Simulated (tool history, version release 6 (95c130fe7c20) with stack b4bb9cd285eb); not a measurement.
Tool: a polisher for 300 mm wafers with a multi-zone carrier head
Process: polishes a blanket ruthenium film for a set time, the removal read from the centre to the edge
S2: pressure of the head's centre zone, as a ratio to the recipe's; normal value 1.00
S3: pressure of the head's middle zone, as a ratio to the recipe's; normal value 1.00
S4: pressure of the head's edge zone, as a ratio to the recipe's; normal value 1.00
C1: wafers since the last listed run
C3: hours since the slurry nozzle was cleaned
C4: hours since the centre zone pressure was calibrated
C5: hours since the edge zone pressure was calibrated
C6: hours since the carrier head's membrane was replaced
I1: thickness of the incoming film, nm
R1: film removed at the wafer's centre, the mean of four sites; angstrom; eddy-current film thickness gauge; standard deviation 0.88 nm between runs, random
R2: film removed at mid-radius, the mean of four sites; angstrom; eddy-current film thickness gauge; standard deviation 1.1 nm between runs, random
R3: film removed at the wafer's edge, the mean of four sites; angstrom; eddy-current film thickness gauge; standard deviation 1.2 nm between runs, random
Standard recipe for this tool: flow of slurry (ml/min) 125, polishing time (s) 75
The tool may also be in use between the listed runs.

Run 1, hour 0.0: usual settings but flow of slurry (ml/min) 150, S2 0.94; C1 0; wafers polished on this pad 883; C3 606.7; C4 1179.6; C5 793.9; C6 2030.9; I1 437.7. Result: R1 810 angstrom, R2 958 angstrom, R3 958 angstrom.
Run 2, hour 7.5: usual settings; C1 100; wafers polished on this pad 983; C3 614.2; C4 1187.1; C5 801.4; C6 2038.4; I1 437.7. Result: R1 800 angstrom, R2 932 angstrom, R3 941 angstrom.
At hour 14.7: centre zone pressure recalibrated.
At hour 19.8: worn pad replaced by a new one.
At hour 19.9: slurry nozzle cleaned.
Run 3, hour 20.5: usual settings; C1 92; wafers polished on this pad 8; C3 0.6; C4 5.8; C5 814.4; C6 2051.4; I1 422.6. Result: R1 958 angstrom, R2 982 angstrom, R3 979 angstrom.
Run 4, hour 34.8: usual settings; C1 190; wafers polished on this pad 199; C3 14.9; C4 20.1; C5 828.7; C6 2065.7; I1 437.1. Result: R1 956 angstrom, R2 970 angstrom, R3 989 angstrom.
Run 5, hour 43.2: usual settings; C1 112; wafers polished on this pad 311; C3 23.3; C4 28.5; C5 837.1; C6 2074.1; I1 428.7. Result: R1 945 angstrom, R2 951 angstrom, R3 976 angstrom.
Run 6, hour 56.9: usual settings; C1 182; wafers polished on this pad 493; C3 37.0; C4 42.2; C5 850.8; C6 2087.8; I1 429.5. Result: R1 949 angstrom, R2 933 angstrom, R3 980 angstrom.
Run 7, hour 64.8: usual settings but flow of slurry (ml/min) 110, S2 0.95, S3 0.89; C1 105; wafers polished on this pad 599; C3 44.9; C4 50.1; C5 858.7; C6 2095.7; I1 428.3. Result: R1 847 angstrom, R2 833 angstrom, R3 933 angstrom.
At hour 71.7: carrier head's membrane replaced by a new one.
Run 8, hour 78.1: usual settings but S4 1.06, polishing time (s) 63; C1 110; wafers polished on this pad 709; C3 58.2; C4 63.4; C5 872.0; C6 6.4; I1 429.3. Result: R1 780 angstrom, R2 793 angstrom, R3 813 angstrom.
Run 9, hour 86.2: usual settings; C1 108; wafers polished on this pad 818; C3 66.3; C4 71.5; C5 880.1; C6 14.5; I1 429.8. Result: R1 927 angstrom, R2 932 angstrom, R3 943 angstrom.
Run 10, hour 95.0: usual settings but S2 0.93, polishing time (s) 51; C1 117; wafers polished on this pad 935; C3 75.1; C4 80.3; C5 888.9; C6 23.3; I1 432.3. Result: R1 594 angstrom, R2 624 angstrom, R3 636 angstrom.
Run 11, hour 105.0: usual settings but S2 1.03, S3 1.12, S4 1.04; C1 133; wafers polished on this pad 1068; C3 85.1; C4 90.3; C5 898.9; C6 33.3; I1 425.6. Result: R1 944 angstrom, R2 1006 angstrom, R3 940 angstrom.
At hour 109.0: edge zone pressure recalibrated.
At hour 116.5: worn pad replaced by a new one.
Run 12, hour 120.4: usual settings but S2 0.94; C1 125; wafers polished on this pad 52; C3 100.5; C4 105.7; C5 11.4; C6 48.7; I1 435.4. Result: R1 937 angstrom, R2 986 angstrom, R3 989 angstrom.
Run 13, hour 166.4: usual settings but polishing time (s) 86; C1 613; wafers polished on this pad 665; C3 146.5; C4 151.7; C5 57.4; C6 94.7; I1 433.1. Result: R1 1085 angstrom, R2 1063 angstrom, R3 1113 angstrom.
Run 14, hour 173.1: usual settings but S4 1.11; C1 89; wafers polished on this pad 755; C3 153.2; C4 158.4; C5 64.1; C6 101.4; I1 431.3. Result: R1 933 angstrom, R2 954 angstrom, R3 966 angstrom.
Run 15, hour 190.2: usual settings but S2 1.08; C1 228; wafers polished on this pad 983; C3 170.3; C4 175.5; C5 81.2; C6 118.5; I1 428.6. Result: R1 967 angstrom, R2 909 angstrom, R3 947 angstrom.
At hour 199.3: worn pad replaced by a new one.
Run 16, hour 206.7: usual settings; C1 166; wafers polished on this pad 98; C3 186.8; C4 192.0; C5 97.7; C6 135.0; I1 426.3. Result: R1 966 angstrom, R2 998 angstrom, R3 995 angstrom.
Run 17, hour 219.3: usual settings; C1 168; wafers polished on this pad 266; C3 199.4; C4 204.6; C5 110.3; C6 147.6; I1 429.8. Result: R1 948 angstrom, R2 961 angstrom, R3 982 angstrom.
Run 18, hour 237.1: usual settings; C1 237; wafers polished on this pad 504; C3 217.2; C4 222.4; C5 128.1; C6 165.4; I1 423.8. Result: R1 929 angstrom, R2 978 angstrom, R3 968 angstrom.
Run 19, hour 246.7: usual settings but S3 0.90; C1 128; wafers polished on this pad 632; C3 226.8; C4 232.0; C5 137.7; C6 175.0; I1 434.9. Result: R1 930 angstrom, R2 864 angstrom, R3 985 angstrom.
Run 20, hour 252.9: usual settings; C1 82; wafers polished on this pad 715; C3 233.0; C4 238.2; C5 143.9; C6 181.2; I1 427.3. Result: R1 925 angstrom, R2 953 angstrom, R3 950 angstrom.
Run 21, hour 266.5: usual settings but flow of slurry (ml/min) 165, S2 1.04; C1 181; wafers polished on this pad 896; C3 246.6; C4 251.8; C5 157.5; C6 194.8; I1 423.5. Result: R1 990 angstrom, R2 988 angstrom, R3 983 angstrom.
Run 22, hour 274.3: usual settings but S2 1.04, S3 1.09; C1 104; wafers polished on this pad 1000; C3 254.4; C4 259.6; C5 165.3; C6 202.6; I1 422.0. Result: R1 949 angstrom, R2 998 angstrom, R3 940 angstrom.
Run 23, hour 282.9: usual settings but flow of slurry (ml/min) 80; C1 114; wafers polished on this pad 1115; C3 263.0; C4 268.2; C5 173.9; C6 211.2; I1 426.1. Result: R1 767 angstrom, R2 801 angstrom, R3 849 angstrom.

Each run again, without the hidden state but with its own random variation kept:
Hidden state at play: removal rate lost through wear of the pad, %; slurry flow missing at the pad, %; deviation of the centre zone's pressure from its setpoint, %; deviation of the edge zone's pressure from its setpoint, %.
run    R1    R2    R3
  1   969  1005  1006
  2   962   984   993
  3   962   989   986
  4   970   987  1005
  5   963   973   998
  6   977   962  1011
  7   877   864   967
  8   814   830   851
  9   974   981   992
 10   628   661   674
 11  1004  1073  1002
 12   939   990   994
 13  1122  1101  1152
 14   969   992  1005
 15  1017   956   996
 16   972  1004  1001
 17   962   975   997
 18   955  1004   994
 19   962   893  1018
 20   962   989   986
 21  1039  1035  1029
 22  1001  1051   990
 23   815   849   900
